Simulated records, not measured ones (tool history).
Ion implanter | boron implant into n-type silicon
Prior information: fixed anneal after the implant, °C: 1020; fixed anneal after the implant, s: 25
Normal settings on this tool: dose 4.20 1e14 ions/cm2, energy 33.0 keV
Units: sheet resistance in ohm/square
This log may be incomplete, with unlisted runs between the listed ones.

run     day  dose  energy  wafers since the last listed run  hours since the last dose calibration  hours since the extraction supply was calibrated  hours since the gauge calibration  read-back reference wafer on the same gauge, sheet resistance  sheet resistance
  1   0.000  4.20    33.0                                 0                                  898.5                                            3469.0                              148.7                                                         231.34            228.31
  2   1.875  4.20    33.0                              1095                                  943.5                                            3514.0                              193.7                                                         231.04            226.01
  3   3.371  4.20    33.0                               873                                  979.4                                            3549.9                              229.6                                                         230.99            225.63
  4   5.479  4.89    33.0                              1231                                 1030.0                                            3600.5                              280.2                                                         230.54            201.77
  5   7.038  4.20    33.0                               910                                 1067.4                                            3637.9                              317.6                                                         230.71            226.41
  6   8.750  4.20    33.0                              1000                                 1108.5                                            3679.0                              358.7                                                         230.12            225.40
  7  11.621  4.20    33.0                              1677                                 1177.4                                            3747.9                              427.6                                                         230.03            226.61
  8  14.408  4.20    33.0                              1628                                 1244.3                                            3814.8                              494.5                                                         229.44            225.99
  9  20.458  4.20    33.0                              3534                                 1389.5                                            3960.0                              639.7                                                         228.07            224.72
 10  21.808  4.20    33.0                               788                                 1421.9                                            3992.4                              672.1                                                         228.19            222.81
 11  24.788  4.20    33.0                              1740                                 1493.4                                            4063.9                              743.6                                                         227.14            222.33
 12  26.925  4.20    33.0                              1248                                 1544.7                                            4115.2                              794.9                                                         226.35            223.12
 13  28.783  4.20    33.0                              1085                                 1589.3                                            4159.8                              839.5                                                         225.85            222.67
 14  37.358  4.20    33.0                              5009                                 1795.1                                            4365.6                             1045.3                                                         222.99            218.94
 15  38.821  4.20    33.0                               854                                 1830.2                                            4400.7                             1080.4                                                         222.02            218.23
 16  40.250  3.34    22.5                               834                                 1864.5                                            4435.0                             1114.7                                                         221.82            274.71
     40.771  -- gauge calibrated
 17  41.654  2.97    26.0                               820                                 1898.2                                            4468.7                               21.2                                                         230.59            308.77
 18  44.058  4.20    29.5                              1404                                 1955.9                                            4526.4                               78.9                                                         230.76            228.80
     45.100  -- Faraday cup replaced and dose calibrated
 19  45.467  5.30    25.5                               627                                    8.8                                            4560.2                              112.7                                                         230.28            192.51
     47.671  -- extraction supply calibrated
 20  48.150  3.15    21.5                              1372                                   73.2                                              11.5                              177.1                                                         230.31            299.88
 21  50.617  4.82    30.0                              1440                                  132.4                                              70.7                              236.3                                                         229.67            203.17
 22  53.262  4.20    33.0                              1545                                  195.9                                             134.2                              299.8                                                         229.52            226.00
 23  55.517  3.73    40.0                              1316                                  250.0                                             188.3                              353.9                                                         229.78            243.71
 24  57.054  4.20    33.0                               898                                  286.9                                             225.2                              390.8                                                         229.45            225.59
 25  58.379  3.00    24.0                               774                                  318.7                                             257.0                              422.6                                                         229.30            306.09
 26  60.546  3.28    24.0                              1265                                  370.7                                             309.0                              474.6                                                         228.92            283.49
 27  63.058  4.20    22.5                              1467                                  431.0                                             369.3                              534.9                                                         228.43            233.85
 28  64.088  4.20    33.0                               601                                  455.7                                             394.0                              559.6                                                         228.21            224.73
 29  65.296  5.14    21.5                               705                                  484.7                                             423.0                              588.6                                                         227.89            199.17
 30  67.562  4.20    33.0                              1324                                  539.1                                             477.4                              643.0                                                         227.23            223.47
 31  68.679  4.20    33.0                               652                                  565.9                                             504.2                              669.8                                                         226.80            223.93

The logged runs with the hidden state left out (each run's random variation unchanged):
Hidden state present: deviation of the true dose from the Faraday cup's reading, %; deviation of the true energy from its setpoint, %; gauge reads high (%).
run  sheet resistance
  1            228.08
  2            225.90
  3            225.64
  4            201.95
  5            226.79
  6            225.99
  7            227.63
  8            227.48
  9            227.49
 10            225.89
 11            226.20
 12            227.63
 13            227.75
 14            227.00
 15            226.86
 16            286.35
 17            309.36
 18            229.28
 19            192.96
 20            300.78
 21            203.94
 22            227.12
 23            245.23
 24            227.20
 25            308.56
 26            286.23
 27            236.61
 28            227.59
 29            201.94
 30            227.10
 31            227.85
